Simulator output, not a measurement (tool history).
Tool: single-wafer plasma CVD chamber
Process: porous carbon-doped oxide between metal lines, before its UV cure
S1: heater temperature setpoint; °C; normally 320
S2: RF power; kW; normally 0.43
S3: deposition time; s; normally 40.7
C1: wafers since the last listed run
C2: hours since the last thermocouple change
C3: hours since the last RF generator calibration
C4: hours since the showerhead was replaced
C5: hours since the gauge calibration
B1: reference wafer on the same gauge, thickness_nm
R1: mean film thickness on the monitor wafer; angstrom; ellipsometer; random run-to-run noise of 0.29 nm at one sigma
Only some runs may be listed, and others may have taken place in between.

run	day	S1	S2	S3	C1	C2	C3	C4	C5	B1	R1
1	0	320	0.43	35.7	0	2025.2	1075.3	5607.3	4.8	216.901	1738.23
2	0.542	320	0.43	35.7	256	2038.2	1088.3	5620.3	17.8	217.058	1735.59
3	1.275	320	0.43	40.7	346	2055.8	1105.9	5637.9	35.4	216.908	1979.62
4	1.65	320	0.43	40.7	177	2064.8	1114.9	5646.9	44.4	217.042	1981.29
5	3.467	320	0.43	40.7	858	2108.4	1158.5	5690.5	88	216.989	1970.04
6	3.771	320	0.43	40.7	143	2115.7	1165.8	5697.8	95.3	217	1971.96
7	4.279	320	0.43	40.7	240	2127.9	1178	5710	107.5	217.055	1975.42
# day 4.85: RF generator calibrated
8	4.871	320	0.43	40.7	122	2142.1	0.5	5724.2	121.7	216.99	2010.45
9	5.092	328	0.43	40.7	104	2147.4	5.8	5729.5	127	216.982	1941.7
10	5.425	328	0.43	40.7	157	2155.4	13.8	5737.5	135	216.961	1940.9
11	5.775	328	0.43	40.7	165	2163.8	22.2	5745.9	143.4	216.939	1943.89
12	6.317	320	0.345	40.7	256	2176.8	35.2	5758.9	156.4	217.051	1792.74
13	6.742	335	0.43	40.7	200	2187	45.4	5769.1	166.6	217.003	1884.22
14	7.075	320	0.43	40.7	157	2195	53.4	5777.1	174.6	217.051	2014.16
15	7.35	320	0.43	40.7	129	2201.6	60	5783.7	181.2	216.938	2012.69
16	8.721	320	0.365	43	647	2234.5	92.9	5816.6	214.1	216.969	1947.64
17	9.075	334	0.455	40.7	167	2243	101.4	5825.1	222.6	217.061	1952.46
# day 10.133: thermocouple changed; heater temperature recalibrated
18	10.154	312	0.43	43.1	352	0.5	127.3	5851	248.5	216.952	2143.9
19	10.492	320	0.365	40.7	159	8.6	135.4	5859.1	256.6	216.985	1794.4
# day 10.896: showerhead replaced
20	11.088	320	0.43	40.7	124	22.9	149.7	4.6	270.9	217.005	1952.78
21	11.729	309	0.515	44.2	303	38.3	165.1	20	286.3	217.045	2448.45
22	12.304	320	0.43	40.7	271	52.1	178.9	33.8	300.1	216.944	1955.44
23	12.7	320	0.43	40.7	187	61.6	188.4	43.3	309.6	217.09	1961.26
24	13.167	320	0.43	46.9	220	72.8	199.6	54.5	320.8	216.94	2246.76
25	13.425	330	0.405	48.2	122	79	205.8	60.7	327	217.022	2141.11
26	13.942	320	0.505	37.7	244	91.4	218.2	73.1	339.4	217.021	1973.64
27	14.25	335	0.455	45.6	145	98.8	225.6	80.5	346.8	216.986	2124.73
28	14.575	325	0.46	45.8	153	106.6	233.4	88.3	354.6	216.995	2231.29
29	15.042	320	0.43	40.7	220	117.8	244.6	99.5	365.8	216.963	1961.74
30	15.396	320	0.43	40.7	167	126.3	253.1	108	374.3	216.992	1958.1
31	15.708	314	0.405	45.3	147	133.8	260.6	115.5	381.8	216.932	2172.5
32	16.238	320	0.465	40.7	250	146.5	273.3	128.2	394.5	216.995	2046.64
33	16.829	320	0.43	40.7	279	160.7	287.5	142.4	408.7	216.946	1958.88
34	17.312	314	0.43	35.8	228	172.3	299.1	154	420.3	217.025	1778.29
35	17.721	320	0.475	32.6	193	182.1	308.9	163.8	430.1	216.98	1663.02

Give the tool's hidden conditions for every run:
gauge reads high (%): 0 on each run
H1: wafer temperature above the value expected at the setpoint (K)
H2: delivered RF power above the setpoint (%)
run	H1	H2
1	-5.79	-3.04
2	-5.82	-3.12
3	-5.86	-3.22
4	-5.89	-3.27
5	-6	-3.52
6	-6.01	-3.57
7	-6.04	-3.64
8	-6.08	-0.163
9	-6.09	-0.163
10	-6.11	-0.164
11	-6.14	-0.165
12	-6.17	-0.166
13	-6.19	-0.169
14	-6.21	-0.171
15	-6.23	-0.173
16	-6.31	-0.186
17	-6.34	-0.19
18	-0.101	-0.205
19	-0.122	-0.211
20	-0.158	-0.221
21	-0.197	-0.234
22	-0.232	-0.246
23	-0.256	-0.255
24	-0.284	-0.266
25	-0.3	-0.273
26	-0.331	-0.286
27	-0.35	-0.295
28	-0.369	-0.304
29	-0.398	-0.318
30	-0.419	-0.329
31	-0.438	-0.339
32	-0.47	-0.356
33	-0.506	-0.377
34	-0.535	-0.394
35	-0.56	-0.41
